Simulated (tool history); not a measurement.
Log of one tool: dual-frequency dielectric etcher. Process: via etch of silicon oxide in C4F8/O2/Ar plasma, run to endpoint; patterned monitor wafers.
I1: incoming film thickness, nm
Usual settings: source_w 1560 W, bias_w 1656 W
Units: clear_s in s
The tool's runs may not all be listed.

Run 1, day 0: usual settings but bias_w 1573 W; I1 1229.2. Result: clear_s 285.1 s.
Run 2, day 0.65: usual settings; I1 1217.6. Result: clear_s 280.5 s.
Run 3, day 2.112: usual settings; I1 1232.4. Result: clear_s 284.5 s.
At day 3.979: wet clean of the chamber.
Run 4, day 4: usual settings; I1 1210.9. Result: clear_s 251.4 s.
Run 5, day 4.783: usual settings but source_w 1260 W; I1 1223.8. Result: clear_s 269 s.
Run 6, day 5.521: usual settings but source_w 1260 W; I1 1221.2. Result: clear_s 270 s.
Run 7, day 6.754: usual settings but source_w 1260 W; I1 1219.2. Result: clear_s 270.5 s.
Run 8, day 7.979: usual settings; I1 1230.6. Result: clear_s 255.6 s.
Run 9, day 8.679: usual settings; I1 1224.7. Result: clear_s 254.6 s.
At day 10.1: upper electrode replaced.
Run 10, day 10.121: usual settings; I1 1221.9. Result: clear_s 255.9 s.
Run 11, day 10.217: usual settings but bias_w 1423 W; I1 1241.2. Result: clear_s 277.5 s.
At day 11.054: bias power generator calibrated.
Run 12, day 11.338: usual settings but bias_w 1423 W; I1 1223.6. Result: clear_s 273.2 s.
Run 13, day 12.588: usual settings but bias_w 1423 W; I1 1218.1. Result: clear_s 272.2 s.
At day 13.904: wet clean of the chamber, repeated, since the last time left the tool worse.
Run 14, day 13.925: usual settings; I1 1223.3. Result: clear_s 269.7 s.
Run 15, day 14.638: usual settings but source_w 1800 W; I1 1232.9. Result: clear_s 264.3 s.
Run 16, day 16.138: usual settings; I1 1233.5. Result: clear_s 276.8 s.
Run 17, day 17.625: usual settings but source_w 1260 W; I1 1224.6. Result: clear_s 289.3 s.
Run 18, day 19.096: usual settings but source_w 1430 W, bias_w 1551 W; I1 1222.9. Result: clear_s 289 s.
Run 19, day 20.562: usual settings but source_w 1320 W, bias_w 1249 W; I1 1224.8. Result: clear_s 322.7 s.
Run 20, day 21.45: usual settings but source_w 1310 W; I1 1214.9. Result: clear_s 284.2 s.
Run 21, day 22.867: usual settings but source_w 1930 W, bias_w 1798 W; I1 1228.3. Result: clear_s 252.6 s.
Run 22, day 23.596: usual settings but bias_w 1895 W; I1 1215.4. Result: clear_s 260 s.
Run 23, day 24.846: usual settings but source_w 1360 W, bias_w 1883 W; I1 1234.9. Result: clear_s 276.4 s.
Run 24, day 25.562: usual settings but bias_w 1353 W; I1 1237.4. Result: clear_s 303.2 s.
At day 25.938: source power generator calibrated.
Run 25, day 29.2: usual settings but bias_w 1370 W; I1 1232.1. Result: clear_s 303.6 s.
Run 26, day 29.738: usual settings; I1 1223.3. Result: clear_s 281.4 s.
Run 27, day 31.475: usual settings but source_w 1850 W, bias_w 1359 W; I1 1231.5. Result: clear_s 291.2 s.
Run 28, day 32.508: usual settings but source_w 1690 W, bias_w 1774 W; I1 1226.6. Result: clear_s 266.1 s.
Run 29, day 33.275: usual settings but bias_w 1434 W; I1 1222.4. Result: clear_s 298.2 s.
At day 34.867: wet clean of the chamber.
Run 30, day 34.888: usual settings but source_w 1340 W, bias_w 1245 W; I1 1226.7. Result: clear_s 323.1 s.
Run 31, day 34.904: usual settings but source_w 1290 W, bias_w 1891 W; I1 1220.4. Result: clear_s 271.6 s.
Run 32, day 35.625: usual settings but source_w 1910 W, bias_w 1333 W; I1 1227. Result: clear_s 280.4 s.
Run 33, day 36.812: usual settings but source_w 1700 W; I1 1218. Result: clear_s 263.8 s.
Run 34, day 38.262: usual settings but source_w 1660 W, bias_w 1873 W; I1 1226. Result: clear_s 254.6 s.
Run 35, day 39.625: usual settings; I1 1239.7. Result: clear_s 275.5 s.
Run 36, day 40.362: usual settings but bias_w 1851 W; I1 1224.2. Result: clear_s 262.8 s.

What the log doesn't show, run by run:
source power that arrives over what is set, %: 0 in every run
bias power that arrives over what is set, %: 0 in every run
H1: etch rate over this chamber's usual, %
run      H1
  1    -3.5
  2    -3.6
  3   -3.84
  4     6.9
  5    6.78
  6    6.66
  7    6.46
  8    6.26
  9    6.14
 10    5.91
 11    5.89
 12    5.71
 13    5.51
 14  -0.243
 15  -0.358
 16  -0.603
 17  -0.845
 18   -1.08
 19   -1.32
 20   -1.47
 21    -1.7
 22   -1.82
 23   -2.02
 24   -2.14
 25   -2.73
 26   -2.82
 27    -3.1
 28   -3.27
 29   -3.39
 30  -0.357
 31   -0.36
 32  -0.477
 33   -0.67
 34  -0.906
 35   -1.13
 36   -1.25
